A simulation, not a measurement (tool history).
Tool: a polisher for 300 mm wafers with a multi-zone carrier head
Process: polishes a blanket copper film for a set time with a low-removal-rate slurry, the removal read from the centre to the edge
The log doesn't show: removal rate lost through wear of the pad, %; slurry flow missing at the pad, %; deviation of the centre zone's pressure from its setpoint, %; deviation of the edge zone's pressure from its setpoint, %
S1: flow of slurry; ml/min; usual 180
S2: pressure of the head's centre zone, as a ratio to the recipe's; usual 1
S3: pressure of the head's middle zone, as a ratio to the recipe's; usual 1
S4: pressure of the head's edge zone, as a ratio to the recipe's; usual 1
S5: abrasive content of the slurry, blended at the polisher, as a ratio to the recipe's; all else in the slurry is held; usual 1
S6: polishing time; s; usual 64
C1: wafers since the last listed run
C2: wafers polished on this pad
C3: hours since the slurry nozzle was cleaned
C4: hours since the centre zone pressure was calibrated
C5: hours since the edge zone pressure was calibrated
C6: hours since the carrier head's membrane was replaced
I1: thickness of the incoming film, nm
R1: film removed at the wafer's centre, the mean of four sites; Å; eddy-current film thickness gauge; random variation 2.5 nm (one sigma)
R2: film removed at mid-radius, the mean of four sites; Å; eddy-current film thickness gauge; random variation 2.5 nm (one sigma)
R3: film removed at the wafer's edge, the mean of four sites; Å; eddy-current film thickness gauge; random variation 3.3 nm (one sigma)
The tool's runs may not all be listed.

{"run": 1, "hour": 0.0, "S1": 180, "S2": 1, "S3": 1, "S4": 1, "S5": 1, "S6": 64, "C1": 0, "C2": 1036, "C3": 293.3, "C4": 142.1, "C5": 192.5, "C6": 1411, "I1": 620.4, "R1": 2334, "R2": 2339, "R3": 2349}
{"hour": 10.0, "done": "carrier head's membrane replaced by a new one"}
{"run": 2, "hour": 21.7, "S1": 120, "S2": 1, "S3": 1, "S4": 1, "S5": 1, "S6": 64, "C1": 87, "C2": 1123, "C3": 315, "C4": 163.8, "C5": 214.2, "C6": 11.7, "I1": 622.2, "R1": 2043, "R2": 2027, "R3": 2175}
{"run": 3, "hour": 54.6, "S1": 180, "S2": 1, "S3": 1, "S4": 1, "S5": 1, "S6": 64, "C1": 172, "C2": 1295, "C3": 347.9, "C4": 196.7, "C5": 247.1, "C6": 44.6, "I1": 618.4, "R1": 2280, "R2": 2283, "R3": 2348}
{"hour": 93.7, "done": "worn pad replaced by a new one"}
{"run": 4, "hour": 145.6, "S1": 180, "S2": 1, "S3": 1, "S4": 1, "S5": 1, "S6": 64, "C1": 455, "C2": 271, "C3": 438.9, "C4": 287.7, "C5": 338.1, "C6": 135.6, "I1": 624.3, "R1": 2401, "R2": 2345, "R3": 2420}
{"run": 5, "hour": 179.7, "S1": 240, "S2": 1, "S3": 0.95, "S4": 1, "S5": 0.75, "S6": 58, "C1": 178, "C2": 449, "C3": 473, "C4": 321.8, "C5": 372.2, "C6": 169.7, "I1": 614.2, "R1": 2159, "R2": 2042, "R3": 2067}
{"run": 6, "hour": 200.3, "S1": 180, "S2": 1, "S3": 1, "S4": 0.91, "S5": 1.3, "S6": 83, "C1": 107, "C2": 557, "C3": 493.6, "C4": 342.4, "C5": 392.8, "C6": 190.3, "I1": 625.5, "R1": 3277, "R2": 3286, "R3": 3187}
{"run": 7, "hour": 234.0, "S1": 180, "S2": 1.05, "S3": 1, "S4": 1, "S5": 0.8, "S6": 58, "C1": 176, "C2": 733, "C3": 527.3, "C4": 376.1, "C5": 426.5, "C6": 224, "I1": 627.7, "R1": 2143, "R2": 2026, "R3": 2019}
{"run": 8, "hour": 268.8, "S1": 225, "S2": 1, "S3": 1, "S4": 1, "S5": 0.7, "S6": 77, "C1": 182, "C2": 915, "C3": 562.1, "C4": 410.9, "C5": 461.3, "C6": 258.8, "I1": 626.2, "R1": 2727, "R2": 2680, "R3": 2672}
{"hour": 287.7, "done": "centre zone pressure recalibrated"}
{"run": 9, "hour": 288.4, "S1": 180, "S2": 1.03, "S3": 0.94, "S4": 1, "S5": 1.1, "S6": 81, "C1": 92, "C2": 1007, "C3": 581.7, "C4": 0.7, "C5": 480.9, "C6": 278.4, "I1": 630.2, "R1": 3060, "R2": 2808, "R3": 3036}
{"hour": 294.6, "done": "slurry nozzle cleaned"}
{"run": 10, "hour": 323.9, "S1": 180, "S2": 1, "S3": 0.9, "S4": 1, "S5": 1, "S6": 64, "C1": 180, "C2": 1188, "C3": 29.3, "C4": 36.2, "C5": 516.4, "C6": 313.9, "I1": 625.7, "R1": 2445, "R2": 2240, "R3": 2416}
{"hour": 352.2, "done": "worn pad replaced by a new one"}
{"run": 11, "hour": 356.6, "S1": 180, "S2": 1, "S3": 1, "S4": 1, "S5": 1, "S6": 64, "C1": 150, "C2": 22, "C3": 62, "C4": 68.9, "C5": 549.1, "C6": 346.6, "I1": 621.4, "R1": 2486, "R2": 2475, "R3": 2502}
{"hour": 362.5, "done": "edge zone pressure recalibrated"}
{"run": 12, "hour": 386.3, "S1": 180, "S2": 1, "S3": 1, "S4": 1, "S5": 0.8, "S6": 64, "C1": 144, "C2": 167, "C3": 91.7, "C4": 98.6, "C5": 23.8, "C6": 376.3, "I1": 625.7, "R1": 2364, "R2": 2389, "R3": 2412}
{"run": 13, "hour": 400.7, "S1": 215, "S2": 1, "S3": 1, "S4": 1, "S5": 1, "S6": 64, "C1": 75, "C2": 243, "C3": 106.1, "C4": 113, "C5": 38.2, "C6": 390.7, "I1": 618.7, "R1": 2565, "R2": 2580, "R3": 2534}
{"run": 14, "hour": 467.2, "S1": 180, "S2": 1, "S3": 1, "S4": 1, "S5": 1, "S6": 64, "C1": 347, "C2": 590, "C3": 172.6, "C4": 179.5, "C5": 104.7, "C6": 457.2, "I1": 621.8, "R1": 2486, "R2": 2413, "R3": 2471}
{"run": 15, "hour": 492.5, "S1": 225, "S2": 1, "S3": 1, "S4": 1, "S5": 1, "S6": 64, "C1": 132, "C2": 723, "C3": 197.9, "C4": 204.8, "C5": 130, "C6": 482.5, "I1": 614.9, "R1": 2497, "R2": 2468, "R3": 2494}
{"run": 16, "hour": 525.2, "S1": 180, "S2": 1.08, "S3": 1, "S4": 1, "S5": 1, "S6": 64, "C1": 171, "C2": 894, "C3": 230.6, "C4": 237.5, "C5": 162.7, "C6": 515.2, "I1": 622.5, "R1": 2599, "R2": 2399, "R3": 2375}
{"run": 17, "hour": 558.5, "S1": 180, "S2": 1, "S3": 1.04, "S4": 1, "S5": 1.2, "S6": 79, "C1": 174, "C2": 1068, "C3": 263.9, "C4": 270.8, "C5": 196, "C6": 548.5, "I1": 626.1, "R1": 3034, "R2": 3092, "R3": 3070}
{"run": 18, "hour": 580.9, "S1": 180, "S2": 1, "S3": 1, "S4": 1, "S5": 1, "S6": 64, "C1": 117, "C2": 1185, "C3": 286.3, "C4": 293.2, "C5": 218.4, "C6": 570.9, "I1": 624.3, "R1": 2325, "R2": 2338, "R3": 2343}
{"run": 19, "hour": 604.5, "S1": 180, "S2": 1, "S3": 1, "S4": 1, "S5": 1, "S6": 77, "C1": 123, "C2": 1309, "C3": 309.9, "C4": 316.8, "C5": 242, "C6": 594.5, "I1": 617.3, "R1": 2769, "R2": 2688, "R3": 2738}
{"hour": 623.7, "done": "worn pad replaced by a new one"}
{"run": 20, "hour": 627.7, "S1": 180, "S2": 1, "S3": 1, "S4": 1, "S5": 1, "S6": 64, "C1": 100, "C2": 20, "C3": 333.1, "C4": 340, "C5": 265.2, "C6": 617.7, "I1": 616.3, "R1": 2367, "R2": 2376, "R3": 2471}
{"run": 21, "hour": 641.2, "S1": 180, "S2": 1.09, "S3": 1, "S4": 1, "S5": 1, "S6": 64, "C1": 70, "C2": 91, "C3": 346.6, "C4": 353.5, "C5": 278.7, "C6": 631.2, "I1": 613.1, "R1": 2621, "R2": 2373, "R3": 2409}

Forecast each of these 4 alternatives for the next run:
{"run": "A", "hour": 641.6, "S1": 180, "S2": 1, "S3": 1.07, "S4": 1, "S5": 1, "S6": 64, "C1": 2, "C2": 93, "C3": 347, "C4": 353.9, "C5": 279.1, "C6": 631.6, "I1": 626.8, "R1": "?", "R2": "?", "R3": "?"}
{"run": "B", "hour": 641.6, "S1": 180, "S2": 0.95, "S3": 1, "S4": 1, "S5": 1.3, "S6": 64, "C1": 2, "C2": 93, "C3": 347, "C4": 353.9, "C5": 279.1, "C6": 631.6, "I1": 626.8, "R1": "?", "R2": "?", "R3": "?"}
{"run": "C", "hour": 641.6, "S1": 180, "S2": 1.09, "S3": 0.91, "S4": 1, "S5": 0.9, "S6": 64, "C1": 2, "C2": 93, "C3": 347, "C4": 353.9, "C5": 279.1, "C6": 631.6, "I1": 626.8, "R1": "?", "R2": "?", "R3": "?"}
{"run": "D", "hour": 641.6, "S1": 180, "S2": 1, "S3": 1, "S4": 0.96, "S5": 1, "S6": 42, "C1": 2, "C2": 93, "C3": 347, "C4": 353.9, "C5": 279.1, "C6": 631.6, "I1": 626.8, "R1": "?", "R2": "?", "R3": "?"}

run=A R1=2399 R2=2540 R3=2487
run=B R1=2433 R2=2562 R3=2659
run=C R1=2545 R2=2157 R3=2427
run=D R1=1574 R2=1574 R3=1602
Without the tool's hidden state the same runs would have given:
run=A R1=2613 R2=2741 R3=2634
run=B R1=2649 R2=2765 R3=2816
run=C R1=2772 R2=2327 R3=2570
run=D R1=1714 R2=1698 R3=1696

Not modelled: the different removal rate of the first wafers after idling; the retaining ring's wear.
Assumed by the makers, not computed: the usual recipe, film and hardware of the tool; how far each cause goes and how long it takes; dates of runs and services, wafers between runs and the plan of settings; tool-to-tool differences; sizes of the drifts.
